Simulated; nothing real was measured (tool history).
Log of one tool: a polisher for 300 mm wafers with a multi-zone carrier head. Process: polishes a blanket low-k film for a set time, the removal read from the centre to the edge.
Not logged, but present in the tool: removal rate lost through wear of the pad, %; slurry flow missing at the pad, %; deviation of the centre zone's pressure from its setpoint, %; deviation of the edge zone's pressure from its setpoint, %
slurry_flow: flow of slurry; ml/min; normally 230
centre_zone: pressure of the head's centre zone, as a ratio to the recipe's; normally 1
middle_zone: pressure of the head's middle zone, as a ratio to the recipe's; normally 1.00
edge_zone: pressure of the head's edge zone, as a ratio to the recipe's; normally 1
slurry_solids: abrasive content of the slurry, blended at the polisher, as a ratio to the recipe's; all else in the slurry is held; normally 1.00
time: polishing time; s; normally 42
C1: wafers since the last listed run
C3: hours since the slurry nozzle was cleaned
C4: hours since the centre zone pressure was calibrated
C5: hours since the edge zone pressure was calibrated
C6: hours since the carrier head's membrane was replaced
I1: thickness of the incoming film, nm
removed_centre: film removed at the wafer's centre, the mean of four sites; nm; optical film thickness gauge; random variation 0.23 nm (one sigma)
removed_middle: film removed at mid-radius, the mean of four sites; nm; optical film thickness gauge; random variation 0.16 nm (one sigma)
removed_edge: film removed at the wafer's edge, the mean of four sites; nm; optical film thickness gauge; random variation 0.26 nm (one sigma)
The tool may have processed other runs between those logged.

{"run": 1, "hour": 0.0, "slurry_flow": 230, "centre_zone": 1, "middle_zone": 1.0, "edge_zone": 1, "slurry_solids": 1.0, "time": 42, "C1": 0, "wafers polished on this pad": 23, "C3": 79.5, "C4": 887.0, "C5": 755.4, "C6": 519.6, "I1": 320.9, "removed_centre": 18.2, "removed_middle": 17.8, "removed_edge": 18.2}
{"hour": 45.1, "done": "edge zone pressure recalibrated"}
{"run": 2, "hour": 46.6, "slurry_flow": 230, "centre_zone": 1, "middle_zone": 1.0, "edge_zone": 1, "slurry_solids": 1.2, "time": 42, "C1": 276, "wafers polished on this pad": 300, "C3": 126.1, "C4": 933.6, "C5": 1.5, "C6": 566.2, "I1": 315.1, "removed_centre": 19.1, "removed_middle": 19.1, "removed_edge": 19.5}
{"hour": 54.8, "done": "centre zone pressure recalibrated"}
{"run": 3, "hour": 117.6, "slurry_flow": 230, "centre_zone": 1, "middle_zone": 1.0, "edge_zone": 1, "slurry_solids": 1.2, "time": 42, "C1": 428, "wafers polished on this pad": 728, "C3": 197.1, "C4": 62.8, "C5": 72.5, "C6": 637.2, "I1": 318.3, "removed_centre": 18.8, "removed_middle": 19.4, "removed_edge": 19.0}
{"run": 4, "hour": 189.8, "slurry_flow": 230, "centre_zone": 1, "middle_zone": 1.0, "edge_zone": 1, "slurry_solids": 1.0, "time": 57, "C1": 447, "wafers polished on this pad": 1176, "C3": 269.3, "C4": 135.0, "C5": 144.7, "C6": 709.4, "I1": 321.2, "removed_centre": 24.8, "removed_middle": 24.1, "removed_edge": 25.0}
{"run": 5, "hour": 232.7, "slurry_flow": 230, "centre_zone": 1, "middle_zone": 0.97, "edge_zone": 1, "slurry_solids": 0.7, "time": 42, "C1": 266, "wafers polished on this pad": 1442, "C3": 312.2, "C4": 177.9, "C5": 187.6, "C6": 752.3, "I1": 319.9, "removed_centre": 15.4, "removed_middle": 14.8, "removed_edge": 15.6}
{"run": 6, "hour": 269.3, "slurry_flow": 270, "centre_zone": 1, "middle_zone": 1.0, "edge_zone": 1, "slurry_solids": 0.85, "time": 51, "C1": 227, "wafers polished on this pad": 1669, "C3": 348.8, "C4": 214.5, "C5": 224.2, "C6": 788.9, "I1": 316.9, "removed_centre": 20.7, "removed_middle": 20.4, "removed_edge": 20.8}
{"run": 7, "hour": 331.0, "slurry_flow": 230, "centre_zone": 1, "middle_zone": 1.0, "edge_zone": 1, "slurry_solids": 1.0, "time": 42, "C1": 382, "wafers polished on this pad": 2052, "C3": 410.5, "C4": 276.2, "C5": 285.9, "C6": 850.6, "I1": 316.8, "removed_centre": 17.8, "removed_middle": 17.6, "removed_edge": 18.0}
{"run": 8, "hour": 388.3, "slurry_flow": 230, "centre_zone": 1, "middle_zone": 1.0, "edge_zone": 1, "slurry_solids": 1.0, "time": 47, "C1": 355, "wafers polished on this pad": 2408, "C3": 467.8, "C4": 333.5, "C5": 343.2, "C6": 907.9, "I1": 313.6, "removed_centre": 19.8, "removed_middle": 19.9, "removed_edge": 20.1}
{"hour": 434.0, "done": "slurry nozzle cleaned, repeated, since the last time left the tool worse"}
{"run": 9, "hour": 462.3, "slurry_flow": 230, "centre_zone": 1, "middle_zone": 1.0, "edge_zone": 1, "slurry_solids": 1.0, "time": 42, "C1": 452, "wafers polished on this pad": 2860, "C3": 28.3, "C4": 407.5, "C5": 417.2, "C6": 981.9, "I1": 315.4, "removed_centre": 18.6, "removed_middle": 18.6, "removed_edge": 18.9}
{"run": 10, "hour": 523.0, "slurry_flow": 230, "centre_zone": 1, "middle_zone": 1.0, "edge_zone": 1, "slurry_solids": 1.0, "time": 42, "C1": 376, "wafers polished on this pad": 3237, "C3": 89.0, "C4": 468.2, "C5": 477.9, "C6": 1042.6, "I1": 317.4, "removed_centre": 18.4, "removed_middle": 18.8, "removed_edge": 19.0}

For run 11, what comes out?
{"hour": 533.4, "done": "worn pad replaced by a new one"}
{"run": 11, "hour": 620.7, "slurry_flow": 230, "centre_zone": 1, "middle_zone": 1.0, "edge_zone": 1, "slurry_solids": 0.75, "time": 50, "C1": 581, "wafers polished on this pad": 541, "C3": 186.7, "C4": 565.9, "C5": 575.6, "C6": 1140.3, "I1": 321.2, "removed_centre": "?", "removed_middle": "?", "removed_edge": "?"}

Logged for run 11: removed_centre 19.7 nm, removed_middle 19.8 nm, removed_edge 19.5 nm.
If the tool had no hidden condition, the same run with the same run-to-run variation would have returned removed_centre 19.8 nm, removed_middle 19.9 nm, removed_edge 19.5 nm.

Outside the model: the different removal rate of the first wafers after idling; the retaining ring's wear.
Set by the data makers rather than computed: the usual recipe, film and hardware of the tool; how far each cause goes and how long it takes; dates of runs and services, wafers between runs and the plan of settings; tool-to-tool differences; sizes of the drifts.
